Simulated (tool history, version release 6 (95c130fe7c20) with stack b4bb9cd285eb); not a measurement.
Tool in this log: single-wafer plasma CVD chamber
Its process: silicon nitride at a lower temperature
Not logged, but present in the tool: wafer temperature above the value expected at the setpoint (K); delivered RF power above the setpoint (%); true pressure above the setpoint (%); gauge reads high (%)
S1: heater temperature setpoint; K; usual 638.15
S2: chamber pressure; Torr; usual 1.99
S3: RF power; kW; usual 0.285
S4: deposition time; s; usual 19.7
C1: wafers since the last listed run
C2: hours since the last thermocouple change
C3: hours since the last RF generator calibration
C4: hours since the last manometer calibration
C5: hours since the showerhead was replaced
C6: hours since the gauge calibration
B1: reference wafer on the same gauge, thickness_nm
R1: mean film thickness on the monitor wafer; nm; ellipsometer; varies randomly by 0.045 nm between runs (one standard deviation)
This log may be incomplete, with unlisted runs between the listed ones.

run 1 hour=0 | S1=629.15 S2=1.99 S3=0.285 S4=19.7 | C1=0 C2=1102.6 C3=1786.7 C4=2036.9 C5=3680.5 C6=199 | B1=22.192 | R1=23.563
run 2 hour=30.1 | S1=638.15 S2=1.99 S3=0.285 S4=19.7 | C1=700 C2=1132.7 C3=1816.8 C4=2067 C5=3710.6 C6=229.1 | B1=22.204 | R1=23.368
run 3 hour=47.6 | S1=638.15 S2=1.99 S3=0.285 S4=19.7 | C1=407 C2=1150.2 C3=1834.3 C4=2084.5 C5=3728.1 C6=246.6 | B1=22.205 | R1=23.413
run 4 hour=71.4 | S1=638.15 S2=1.99 S3=0.285 S4=19.7 | C1=554 C2=1174 C3=1858.1 C4=2108.3 C5=3751.9 C6=270.4 | B1=22.202 | R1=23.299
run 5 hour=101 | S1=638.15 S2=1.99 S3=0.285 S4=19.7 | C1=689 C2=1203.6 C3=1887.7 C4=2137.9 C5=3781.5 C6=300 | B1=22.195 | R1=23.319
run 6 hour=125.3 | S1=638.15 S2=1.99 S3=0.285 S4=17.2 | C1=565 C2=1227.9 C3=1912 C4=2162.2 C5=3805.8 C6=324.3 | B1=22.194 | R1=20.342
run 7 hour=152.2 | S1=638.15 S2=1.99 S3=0.285 S4=19.7 | C1=626 C2=1254.8 C3=1938.9 C4=2189.1 C5=3832.7 C6=351.2 | B1=22.195 | R1=23.329
run 8 hour=167.3 | S1=638.15 S2=1.99 S3=0.285 S4=19.7 | C1=351 C2=1269.9 C3=1954 C4=2204.2 C5=3847.8 C6=366.3 | B1=22.198 | R1=23.212
run 9 hour=180.5 | S1=638.15 S2=1.69 S3=0.285 S4=19.7 | C1=307 C2=1283.1 C3=1967.2 C4=2217.4 C5=3861 C6=379.5 | B1=22.2 | R1=22.583
-- hour=185.5 gauge calibrated
-- hour=219.8 showerhead replaced
-- hour=225.3 thermocouple changed; heater temperature recalibrated
run 10 hour=225.8 | S1=652.15 S2=1.99 S3=0.285 S4=21.3 | C1=740 C2=0.5 C3=2012.5 C4=2262.7 C5=6 C6=40.3 | B1=22.204 | R1=24.856
run 11 hour=246.4 | S1=638.15 S2=1.99 S3=0.285 S4=21.7 | C1=479 C2=21.1 C3=2033.1 C4=2283.3 C5=26.6 C6=60.9 | B1=22.196 | R1=25.496
-- hour=265.4 capacitance manometer re-zeroed and calibrated
run 12 hour=267.3 | S1=649.15 S2=1.99 S3=0.285 S4=19.7 | C1=300 C2=42 C3=2054 C4=1.9 C5=47.5 C6=81.8 | B1=22.21 | R1=22.984
run 13 hour=279.7 | S1=638.15 S2=1.99 S3=0.285 S4=19.7 | C1=288 C2=54.4 C3=2066.4 C4=14.3 C5=59.9 C6=94.2 | B1=22.2 | R1=23.103
-- hour=291.4 RF generator calibrated
run 14 hour=308 | S1=638.15 S2=1.99 S3=0.285 S4=19.7 | C1=472 C2=82.7 C3=16.6 C4=42.6 C5=88.2 C6=122.5 | B1=22.206 | R1=24.535
run 15 hour=329.8 | S1=632.15 S2=2.13 S3=0.285 S4=22.1 | C1=507 C2=104.5 C3=38.4 C4=64.4 C5=110 C6=144.3 | B1=22.197 | R1=27.873
run 16 hour=355.1 | S1=628.15 S2=1.99 S3=0.265 S4=17.4 | C1=589 C2=129.8 C3=63.7 C4=89.7 C5=135.3 C6=169.6 | B1=22.199 | R1=20.898
run 17 hour=371.3 | S1=632.15 S2=1.8 S3=0.24 S4=19.7 | C1=377 C2=146 C3=79.9 C4=105.9 C5=151.5 C6=185.8 | B1=22.206 | R1=21.926

Forecast each of these 3 alternatives for the next run:
run A hour=371.7 | S1=638.15 S2=1.99 S3=0.265 S4=19.7 | C1=9 C2=146.4 C3=80.3 C4=106.3 C5=151.9 C6=186.2 | B1=? | R1=?
run B hour=371.7 | S1=643.15 S2=1.99 S3=0.285 S4=15.8 | C1=9 C2=146.4 C3=80.3 C4=106.3 C5=151.9 C6=186.2 | B1=? | R1=?
run C hour=371.7 | S1=624.15 S2=2.24 S3=0.285 S4=19.7 | C1=9 C2=146.4 C3=80.3 C4=106.3 C5=151.9 C6=186.2 | B1=? | R1=?

run=A B1=22.202 R1=23.463
run=B B1=22.202 R1=19.533
run=C B1=22.202 R1=25.047
Without the tool's unlogged condition, the same runs would have read:
run=A R1=23.588
run=B R1=19.633
run=C R1=25.175
